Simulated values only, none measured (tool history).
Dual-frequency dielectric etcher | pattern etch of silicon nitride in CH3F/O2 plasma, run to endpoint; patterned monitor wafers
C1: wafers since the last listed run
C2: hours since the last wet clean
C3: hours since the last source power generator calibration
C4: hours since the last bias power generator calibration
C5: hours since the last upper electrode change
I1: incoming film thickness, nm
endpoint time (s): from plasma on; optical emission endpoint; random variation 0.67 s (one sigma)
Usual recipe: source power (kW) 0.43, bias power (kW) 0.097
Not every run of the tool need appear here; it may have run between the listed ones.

Run 1, hour 0: usual settings; C1 0; C2 574.2; C3 3818.5; C4 2597.1; C5 3293.9; I1 93.3. Result: endpoint time (s) 100.9.
Run 2, hour 28.7: usual settings; C1 235; C2 602.9; C3 3847.2; C4 2625.8; C5 3322.6; I1 93.2. Result: endpoint time (s) 101.1.
Run 3, hour 55.6: usual settings; C1 220; C2 629.8; C3 3874.1; C4 2652.7; C5 3349.5; I1 92.5. Result: endpoint time (s) 100.3.
At hour 98.3: wet clean of the chamber.
Run 4, hour 136.5: usual settings; C1 466; C2 38.2; C3 3955; C4 2733.6; C5 3430.4; I1 92.9. Result: endpoint time (s) 104.3.
Run 5, hour 153: usual settings; C1 135; C2 54.7; C3 3971.5; C4 2750.1; C5 3446.9; I1 94.2. Result: endpoint time (s) 107.4.
Run 6, hour 165.9: usual settings; C1 105; C2 67.6; C3 3984.4; C4 2763; C5 3459.8; I1 93.4. Result: endpoint time (s) 104.3.
At hour 174.1: source power generator calibrated.
Run 7, hour 201.7: usual settings; C1 260; C2 103.4; C3 27.6; C4 2798.8; C5 3495.6; I1 94.2. Result: endpoint time (s) 106.5.
Run 8, hour 229.3: usual settings; C1 226; C2 131; C3 55.2; C4 2826.4; C5 3523.2; I1 93. Result: endpoint time (s) 106.2.
Run 9, hour 249.5: usual settings; C1 165; C2 151.2; C3 75.4; C4 2846.6; C5 3543.4; I1 93.9. Result: endpoint time (s) 107.4.
Run 10, hour 283.4: usual settings; C1 278; C2 185.1; C3 109.3; C4 2880.5; C5 3577.3; I1 92.4. Result: endpoint time (s) 105.9.
Run 11, hour 317.4: usual settings; C1 278; C2 219.1; C3 143.3; C4 2914.5; C5 3611.3; I1 93.8. Result: endpoint time (s) 107.4.
Run 12, hour 332.8: usual settings; C1 126; C2 234.5; C3 158.7; C4 2929.9; C5 3626.7; I1 94. Result: endpoint time (s) 106.5.
At hour 372.1: wet clean of the chamber, repeated, since the last time left the tool worse.
At hour 388.3: bias power generator calibrated.
Run 13, hour 434: usual settings but source power (kW) 0.36, bias power (kW) 0.078; C1 600; C2 61.9; C3 259.9; C4 45.7; C5 3727.9; I1 93.2. Result: endpoint time (s) 120.3.
Run 14, hour 453.7: usual settings but bias power (kW) 0.086; C1 161; C2 81.6; C3 279.6; C4 65.4; C5 3747.6; I1 93.9. Result: endpoint time (s) 108.4.
Run 15, hour 487.7: usual settings but source power (kW) 0.39, bias power (kW) 0.082; C1 278; C2 115.6; C3 313.6; C4 99.4; C5 3781.6; I1 93.8. Result: endpoint time (s) 114.7.
Run 16, hour 521.1: usual settings but source power (kW) 0.35, bias power (kW) 0.079; C1 273; C2 149; C3 347; C4 132.8; C5 3815; I1 93.5. Result: endpoint time (s) 121.2.
Run 17, hour 549.7: usual settings; C1 234; C2 177.6; C3 375.6; C4 161.4; C5 3843.6; I1 93.8. Result: endpoint time (s) 100.8.
Run 18, hour 577.7: usual settings but source power (kW) 0.5, bias power (kW) 0.11; C1 229; C2 205.6; C3 403.6; C4 189.4; C5 3871.6; I1 92.5. Result: endpoint time (s) 88.5.
Run 19, hour 606.8: usual settings but source power (kW) 0.48, bias power (kW) 0.12; C1 238; C2 234.7; C3 432.7; C4 218.5; C5 3900.7; I1 92.8. Result: endpoint time (s) 85.8.
Run 20, hour 621.5: usual settings but source power (kW) 0.5, bias power (kW) 0.118; C1 120; C2 249.4; C3 447.4; C4 233.2; C5 3915.4; I1 92.5. Result: endpoint time (s) 86.2.
At hour 652.3: upper electrode replaced.
Run 21, hour 656.2: usual settings but source power (kW) 0.52; C1 87; C2 284.1; C3 482.1; C4 267.9; C5 3.9; I1 93.2. Result: endpoint time (s) 95.3.
Run 22, hour 668.9: usual settings; C1 104; C2 296.8; C3 494.8; C4 280.6; C5 16.6; I1 93.1. Result: endpoint time (s) 99.8.
Run 23, hour 689.9: usual settings but source power (kW) 0.46, bias power (kW) 0.105; C1 172; C2 317.8; C3 515.8; C4 301.6; C5 37.6; I1 93.3. Result: endpoint time (s) 94.1.
Run 24, hour 763.5: usual settings but source power (kW) 0.47, bias power (kW) 0.11; C1 603; C2 391.4; C3 589.4; C4 375.2; C5 111.2; I1 92.5. Result: endpoint time (s) 91.7.
Run 25, hour 793.9: usual settings but source power (kW) 0.38, bias power (kW) 0.113; C1 249; C2 421.8; C3 619.8; C4 405.6; C5 141.6; I1 93.1. Result: endpoint time (s) 96.5.
Run 26, hour 808.5: usual settings; C1 119; C2 436.4; C3 634.4; C4 420.2; C5 156.2; I1 93.8. Result: endpoint time (s) 101.3.
Run 27, hour 828.5: usual settings; C1 164; C2 456.4; C3 654.4; C4 440.2; C5 176.2; I1 92.8. Result: endpoint time (s) 102.3.
Run 28, hour 861.7: usual settings but source power (kW) 0.46; C1 272; C2 489.6; C3 687.6; C4 473.4; C5 209.4; I1 93. Result: endpoint time (s) 99.3.
Run 29, hour 930.5: usual settings but source power (kW) 0.54; C1 564; C2 558.4; C3 756.4; C4 542.2; C5 278.2; I1 94.1. Result: endpoint time (s) 95.4.
Run 30, hour 948.7: usual settings; C1 149; C2 576.6; C3 774.6; C4 560.4; C5 296.4; I1 94.2. Result: endpoint time (s) 103.7.
Run 31, hour 973: usual settings; C1 199; C2 600.9; C3 798.9; C4 584.7; C5 320.7; I1 94. Result: endpoint time (s) 101.4.
Run 32, hour 994.3: usual settings but source power (kW) 0.49, bias power (kW) 0.082; C1 174; C2 622.2; C3 820.2; C4 606; C5 342; I1 92.9. Result: endpoint time (s) 107.2.
Run 33, hour 1025.9: usual settings; C1 259; C2 653.8; C3 851.8; C4 637.6; C5 373.6; I1 92.8. Result: endpoint time (s) 102.7.
Run 34, hour 1054.2: usual settings; C1 232; C2 682.1; C3 880.1; C4 665.9; C5 401.9; I1 92.6. Result: endpoint time (s) 102.6.
At hour 1084.4: wet clean of the chamber.
Run 35, hour 1086.6: usual settings; C1 68; C2 2.2; C3 912.5; C4 698.3; C5 434.3; I1 93.7. Result: endpoint time (s) 99.5.

Results for each run, recomputed without the tool's hidden state and with each run's random variation untouched:
Hidden state present: etch rate over this chamber's usual, %; source power that arrives over what is set, %; bias power that arrives over what is set, %.
run  endpoint time (s)
  1               98.6
  2               98.6
  3               97.7
  4               98.3
  5              101.2
  6               98.2
  7                100
  8               99.6
  9              100.6
 10                 99
 11              100.3
 12               99.3
 13              119.7
 14              107.7
 15              113.8
 16                120
 17               99.8
 18               87.4
 19               84.7
 20                 85
 21               93.8
 22               98.2
 23               92.5
 24               89.7
 25               94.3
 26               98.9
 27               99.8
 28               96.7
 29               92.6
 30              100.6
 31               98.3
 32              103.7
 33               99.2
 34                 99
 35               99.8
